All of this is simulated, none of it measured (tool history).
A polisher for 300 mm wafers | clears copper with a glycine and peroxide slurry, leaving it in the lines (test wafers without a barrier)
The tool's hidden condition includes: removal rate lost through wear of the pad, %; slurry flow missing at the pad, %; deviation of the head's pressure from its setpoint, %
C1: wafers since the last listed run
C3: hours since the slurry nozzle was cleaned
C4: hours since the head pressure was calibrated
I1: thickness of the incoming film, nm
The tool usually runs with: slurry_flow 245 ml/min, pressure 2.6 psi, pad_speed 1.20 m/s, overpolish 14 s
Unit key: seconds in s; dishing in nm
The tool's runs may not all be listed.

Run 1, hour 0.0: usual settings; C1 0; wafers polished on this pad 489; C3 378.2; C4 437.5; I1 476.0. Result: seconds 90.6 s, dishing 54.9 nm.
Run 2, hour 14.9: usual settings; C1 150; wafers polished on this pad 639; C3 393.1; C4 452.4; I1 475.6. Result: seconds 90.8 s, dishing 52.9 nm.
Run 3, hour 25.2: usual settings; C1 103; wafers polished on this pad 743; C3 403.4; C4 462.7; I1 470.5. Result: seconds 89.6 s, dishing 52.8 nm.
At hour 39.2: worn pad replaced by a new one.
Run 4, hour 42.6: usual settings but overpolish 9 s; C1 135; wafers polished on this pad 34; C3 420.8; C4 480.1; I1 470.5. Result: seconds 89.7 s, dishing 37.0 nm.
Run 5, hour 53.1: usual settings; C1 105; wafers polished on this pad 139; C3 431.3; C4 490.6; I1 471.5. Result: seconds 90.5 s, dishing 53.6 nm.
Run 6, hour 64.7: usual settings; C1 116; wafers polished on this pad 256; C3 442.9; C4 502.2; I1 462.7. Result: seconds 89.6 s, dishing 52.0 nm.
Run 7, hour 79.1: usual settings; C1 145; wafers polished on this pad 402; C3 457.3; C4 516.6; I1 468.7. Result: seconds 89.4 s, dishing 53.0 nm.
Run 8, hour 93.2: usual settings; C1 142; wafers polished on this pad 544; C3 471.4; C4 530.7; I1 470.7. Result: seconds 91.1 s, dishing 54.0 nm.
Run 9, hour 104.9: usual settings; C1 117; wafers polished on this pad 662; C3 483.1; C4 542.4; I1 469.8. Result: seconds 91.0 s, dishing 53.0 nm.
Run 10, hour 122.3: usual settings; C1 175; wafers polished on this pad 837; C3 500.5; C4 559.8; I1 469.0. Result: seconds 90.6 s, dishing 50.0 nm.
At hour 137.3: worn pad replaced by a new one.
At hour 138.4: slurry nozzle cleaned.
Run 11, hour 138.9: usual settings; C1 116; wafers polished on this pad 6; C3 0.5; C4 576.4; I1 472.1. Result: seconds 86.3 s, dishing 55.7 nm.
Run 12, hour 150.9: usual settings; C1 121; wafers polished on this pad 127; C3 12.5; C4 588.4; I1 463.3. Result: seconds 82.4 s, dishing 58.4 nm.
Run 13, hour 160.8: usual settings; C1 99; wafers polished on this pad 227; C3 22.4; C4 598.3; I1 477.0. Result: seconds 86.7 s, dishing 54.3 nm.
Run 14, hour 176.2: usual settings; C1 155; wafers polished on this pad 382; C3 37.8; C4 613.7; I1 474.1. Result: seconds 87.5 s, dishing 54.9 nm.
Run 15, hour 192.5: usual settings; C1 164; wafers polished on this pad 546; C3 54.1; C4 630.0; I1 466.0. Result: seconds 84.9 s, dishing 55.6 nm.
Run 16, hour 199.8: usual settings but pad_speed 1.52 m/s; C1 73; wafers polished on this pad 620; C3 61.4; C4 637.3; I1 473.8. Result: seconds 71.5 s, dishing 62.1 nm.
Run 17, hour 214.0: usual settings but pad_speed 1.52 m/s; C1 143; wafers polished on this pad 763; C3 75.6; C4 651.5; I1 464.8. Result: seconds 69.0 s, dishing 64.7 nm.
Run 18, hour 224.4: usual settings but slurry_flow 205 ml/min, pad_speed 0.98 m/s, overpolish 6 s; C1 104; wafers polished on this pad 868; C3 86.0; C4 661.9; I1 464.8. Result: seconds 100.2 s, dishing 23.0 nm.
At hour 235.0: head pressure recalibrated.
At hour 237.7: worn pad replaced by a new one, of another model than before.
Run 19, hour 238.2: usual settings but pressure 1.9 psi, pad_speed 0.86 m/s, overpolish 10 s; C1 92; wafers polished on this pad 5; C3 99.8; C4 3.2; I1 470.7. Result: seconds 116.7 s, dishing 33.0 nm.
Run 20, hour 245.9: usual settings; C1 77; wafers polished on this pad 82; C3 107.5; C4 10.9; I1 473.1. Result: seconds 85.4 s, dishing 56.2 nm.
Run 21, hour 254.6: usual settings but pad_speed 1.54 m/s; C1 87; wafers polished on this pad 170; C3 116.2; C4 19.6; I1 468.8. Result: seconds 73.7 s, dishing 61.5 nm.
Run 22, hour 277.1: usual settings but slurry_flow 310 ml/min; C1 226; wafers polished on this pad 397; C3 138.7; C4 42.1; I1 464.5. Result: seconds 83.9 s, dishing 54.1 nm.
Run 23, hour 294.8: usual settings but slurry_flow 165 ml/min, pad_speed 1.48 m/s, overpolish 21 s; C1 178; wafers polished on this pad 575; C3 156.4; C4 59.8; I1 476.4. Result: seconds 80.6 s, dishing 82.7 nm.
Run 24, hour 303.5: usual settings; C1 87; wafers polished on this pad 663; C3 165.1; C4 68.5; I1 465.7. Result: seconds 85.2 s, dishing 55.6 nm.
Run 25, hour 312.0: usual settings but slurry_flow 190 ml/min, pad_speed 1.34 m/s; C1 85; wafers polished on this pad 749; C3 173.6; C4 77.0; I1 470.9. Result: seconds 83.0 s, dishing 54.2 nm.
At hour 328.5: worn pad replaced by a new one.
Run 26, hour 329.0: usual settings but slurry_flow 270 ml/min, overpolish 22 s; C1 131; wafers polished on this pad 4; C3 190.6; C4 94.0; I1 469.3. Result: seconds 85.9 s, dishing 80.1 nm.
Run 27, hour 339.4: usual settings but slurry_flow 290 ml/min, pressure 2.0 psi, pad_speed 0.92 m/s, overpolish 10 s; C1 104; wafers polished on this pad 109; C3 201.0; C4 104.4; I1 468.9. Result: seconds 110.4 s, dishing 32.3 nm.
Run 28, hour 345.5: usual settings but pressure 2.0 psi, overpolish 21 s; C1 61; wafers polished on this pad 171; C3 207.1; C4 110.5; I1 461.9. Result: seconds 97.8 s, dishing 65.9 nm.
Run 29, hour 355.1: usual settings but slurry_flow 200 ml/min; C1 96; wafers polished on this pad 268; C3 216.7; C4 120.1; I1 469.0. Result: seconds 86.9 s, dishing 55.6 nm.
Run 30, hour 364.7: usual settings but pad_speed 0.88 m/s, overpolish 19 s; C1 96; wafers polished on this pad 364; C3 226.3; C4 129.7; I1 472.7. Result: seconds 99.7 s, dishing 61.8 nm.
Run 31, hour 372.5: usual settings but slurry_flow 300 ml/min, pressure 2.3 psi, pad_speed 1.00 m/s, overpolish 17 s; C1 78; wafers polished on this pad 443; C3 234.1; C4 137.5; I1 472.0. Result: seconds 100.6 s, dishing 59.7 nm.
Run 32, hour 385.1: usual settings; C1 127; wafers polished on this pad 570; C3 246.7; C4 150.1; I1 468.7. Result: seconds 86.3 s, dishing 55.1 nm.
Run 33, hour 396.8: usual settings; C1 117; wafers polished on this pad 688; C3 258.4; C4 161.8; I1 461.6. Result: seconds 85.7 s, dishing 56.5 nm.
Run 34, hour 407.6: usual settings; C1 108; wafers polished on this pad 797; C3 269.2; C4 172.6; I1 471.0. Result: seconds 86.5 s, dishing 53.7 nm.
At hour 427.6: worn pad replaced by a new one.
Run 35, hour 428.1: usual settings but slurry_flow 285 ml/min, pressure 2.2 psi, pad_speed 1.38 m/s, overpolish 10 s; C1 166; wafers polished on this pad 4; C3 289.7; C4 193.1; I1 474.5. Result: seconds 88.0 s, dishing 40.2 nm.
Run 36, hour 432.8: usual settings but slurry_flow 195 ml/min, pressure 2.9 psi; C1 47; wafers polished on this pad 51; C3 294.4; C4 197.8; I1 467.9. Result: seconds 80.3 s, dishing 60.5 nm.

For each run, the measured value with the value that run would have given without the tool's hidden condition subtracted. The run-to-run variation is shared by both, the gauge scatter possibly not:
run  seconds  dishing
  1     +4.5     -2.3
  2     +4.6     -2.4
  3     +4.7     -2.5
  4     +4.9     -1.9
  5     +5.1     -2.6
  6     +5.2     -2.7
  7     +5.3     -2.8
  8     +5.6     -2.9
  9     +5.8     -3.0
 10     +6.1     -3.0
 11     +0.1     -0.1
 12     +0.2     -0.1
 13     +0.2     -0.1
 14     +0.3     -0.1
 15     +0.4     -0.2
 16     +0.4     -0.3
 17     +0.5     -0.4
 18     +0.9     -0.1
 19     +0.6     -0.2
 20     +0.5     -0.2
 21     +0.4     -0.2
 22     +0.4     -0.3
 23     +0.7     -0.5
 24     +0.7     -0.3
 25     +0.7     -0.4
 26     +0.7     -0.5
 27     +0.9     -0.3
 28     +0.8     -0.5
 29     +0.9     -0.4
 30     +1.0     -0.5
 31     +1.0     -0.4
 32     +0.9     -0.5
 33     +1.0     -0.6
 34     +1.0     -0.5
 35     +1.0     -0.4
 36     +1.2     -0.7

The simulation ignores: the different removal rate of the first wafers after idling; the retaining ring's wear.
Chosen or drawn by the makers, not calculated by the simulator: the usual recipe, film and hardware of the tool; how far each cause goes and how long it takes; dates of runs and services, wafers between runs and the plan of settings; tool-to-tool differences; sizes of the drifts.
